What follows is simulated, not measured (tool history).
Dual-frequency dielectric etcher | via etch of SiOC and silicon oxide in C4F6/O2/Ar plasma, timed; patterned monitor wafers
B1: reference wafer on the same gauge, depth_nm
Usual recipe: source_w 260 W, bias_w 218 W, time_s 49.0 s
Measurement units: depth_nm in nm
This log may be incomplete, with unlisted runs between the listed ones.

Run 1, hour 0.0: usual settings; B1 40.64. Result: depth_nm 49.68 nm.
Run 2, hour 299.7: usual settings; B1 40.48. Result: depth_nm 49.17 nm.
Run 3, hour 544.1: usual settings; B1 40.41. Result: depth_nm 49.13 nm.
Run 4, hour 631.5: usual settings; B1 40.36. Result: depth_nm 49.07 nm.
Run 5, hour 673.8: usual settings but time_s 42.0 s; B1 40.37. Result: depth_nm 41.96 nm.
Run 6, hour 723.4: usual settings but bias_w 237 W; B1 40.38. Result: depth_nm 51.10 nm.
Run 7, hour 823.1: usual settings but bias_w 237 W; B1 41.58. Result: depth_nm 52.09 nm.
Run 8, hour 889.1: usual settings; B1 41.33. Result: depth_nm 50.44 nm.
Run 9, hour 931.4: usual settings; B1 41.25. Result: depth_nm 50.31 nm.
Run 10, hour 1029.5: usual settings; B1 41.03. Result: depth_nm 49.98 nm.
Run 11, hour 1109.9: usual settings but time_s 37.0 s; B1 40.92. Result: depth_nm 37.40 nm.
Run 12, hour 1187.0: usual settings; B1 40.75. Result: depth_nm 49.93 nm.
Run 13, hour 1240.8: usual settings but source_w 230 W, bias_w 271 W; B1 40.71. Result: depth_nm 50.43 nm.
Run 14, hour 1290.5: usual settings; B1 40.64. Result: depth_nm 49.70 nm.
Run 15, hour 1378.2: usual settings but bias_w 254 W, time_s 37.5 s; B1 40.58. Result: depth_nm 40.33 nm.
Run 16, hour 1455.6: usual settings but source_w 240 W, time_s 36.5 s; B1 40.54. Result: depth_nm 35.15 nm.
Run 17, hour 1556.4: usual settings but source_w 230 W, time_s 56.5 s; B1 40.49. Result: depth_nm 52.87 nm.
Run 18, hour 1667.9: usual settings but source_w 220 W; B1 40.43. Result: depth_nm 44.91 nm.
Run 19, hour 1742.7: usual settings but time_s 61.0 s; B1 40.38. Result: depth_nm 61.38 nm.
Run 20, hour 1800.8: usual settings but time_s 59.0 s; B1 40.40. Result: depth_nm 59.75 nm.
Run 21, hour 1856.5: usual settings but source_w 300 W; B1 40.38. Result: depth_nm 53.07 nm.

Not shown: 6 entries that the log had between the listed runs. Between which runs, and how does the tool's hidden state differ before and after?
Run 4 -> run 5: wet clean of the chamber (hour 667.6)
  gauge reads high (%): -2.89 -> -2.91
  measured result minus the result with no hidden state, depth_nm: -1.46 -> -1.26 nm
Run 5 -> run 6: bias power generator calibrated (hour 722.9)
  gauge reads high (%): -2.91 -> -2.92
  measured result minus the result with no hidden state, depth_nm: -1.26 -> -1.54 nm
Run 6 -> run 7: gauge calibrated (hour 781.1)
  gauge reads high (%): -2.92 -> -0.112
  measured result minus the result with no hidden state, depth_nm: -1.54 -> -0.06 nm
Run 7 -> run 8: source power generator calibrated (hour 854.6)
  gauge reads high (%): -0.112 -> -0.582
  measured result minus the result with no hidden state, depth_nm: -0.06 -> -0.30 nm
Run 13 -> run 14: upper electrode replaced (hour 1290.0)
  gauge reads high (%): -2.11 -> -2.24
  measured result minus the result with no hidden state, depth_nm: -1.09 -> -1.13 nm
Run 14 -> run 15: wet clean of the chamber (hour 1314.9)
  gauge reads high (%): -2.24 -> -2.42
  measured result minus the result with no hidden state, depth_nm: -1.13 -> -1.00 nm

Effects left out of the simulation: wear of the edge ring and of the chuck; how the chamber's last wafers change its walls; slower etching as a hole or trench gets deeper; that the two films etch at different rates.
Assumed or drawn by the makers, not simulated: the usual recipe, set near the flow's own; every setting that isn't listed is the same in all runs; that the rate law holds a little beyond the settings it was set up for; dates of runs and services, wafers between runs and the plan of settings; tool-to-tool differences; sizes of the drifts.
